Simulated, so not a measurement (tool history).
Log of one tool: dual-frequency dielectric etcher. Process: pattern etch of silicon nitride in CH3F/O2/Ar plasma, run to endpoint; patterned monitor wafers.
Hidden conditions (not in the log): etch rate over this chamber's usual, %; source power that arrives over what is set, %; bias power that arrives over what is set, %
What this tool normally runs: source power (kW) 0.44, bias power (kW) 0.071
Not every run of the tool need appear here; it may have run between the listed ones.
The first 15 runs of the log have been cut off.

run,hour,source power (kW),bias power (kW),wafers since the last listed run,hours since the last wet clean,hours since the last source power generator calibration,hours since the last bias power generator calibration,hours since the last upper electrode change,"incoming incoming film thickness, nm",endpoint time (s)
16,466.7,0.35,0.064,198,212,1751.5,1665.2,268.7,57.2,91.3
17,488.7,0.44,0.079,215,234,1773.5,1687.2,290.7,57,78.5
18,565.5,0.44,0.071,752,310.8,1850.3,1764,367.5,57.2,81
19,583.7,0.44,0.08,178,329,1868.5,1782.2,385.7,57.1,75.9
# hour 617.2: wet clean of the chamber
# hour 618.5: source power generator calibrated
20,619,0.44,0.071,97,1.8,0.5,1817.5,421,57.2,85.7
21,619.4,0.53,0.058,3,2.2,0.9,1817.9,421.4,57.3,86
22,644.4,0.44,0.071,245,27.2,25.9,1842.9,446.4,57.4,85.5
23,659.3,0.44,0.071,146,42.1,40.8,1857.8,461.3,58.1,87.7
24,676.3,0.44,0.071,166,59.1,57.8,1874.8,478.3,57.3,84.7
# hour 694: bias power generator calibrated
25,698.9,0.44,0.058,182,81.7,80.4,4.9,500.9,57.8,91.7
26,749.3,0.53,0.089,494,132.1,130.8,55.3,551.3,57.4,72.5
27,784.4,0.52,0.062,344,167.2,165.9,90.4,586.4,57,82.9
28,814,0.47,0.055,290,196.8,195.5,120,616,57.5,89.2
29,833.2,0.39,0.08,188,216,214.7,139.2,635.2,57.6,82.4
30,865.4,0.51,0.053,315,248.2,246.9,171.4,667.4,57.9,87.5
31,881.4,0.4,0.087,156,264.2,262.9,187.4,683.4,57.4,79.3
32,901.8,0.5,0.056,199,284.6,283.3,207.8,703.8,57,85.4
33,923.9,0.44,0.055,216,306.7,305.4,229.9,725.9,57.5,91
34,947.1,0.37,0.054,227,329.9,328.6,253.1,749.1,57.4,96.4
35,960.7,0.34,0.087,133,343.5,342.2,266.7,762.7,57.2,81.8
36,990.3,0.44,0.078,290,373.1,371.8,296.3,792.3,57.4,78.2

Branching from run 36: 3 alternative next runs. What would each branch give?
A,990.7,0.44,0.071,3,373.5,372.2,296.7,792.7,57.1,?
B,990.7,0.44,0.061,3,373.5,372.2,296.7,792.7,57.1,?
C,990.7,0.39,0.055,3,373.5,372.2,296.7,792.7,57.1,?

run,endpoint time (s)
A,80.7
B,85.6
C,92.9
What these runs would have given with no unlogged condition in the tool:
run,endpoint time (s)
A,84.6
B,89.8
C,97.4
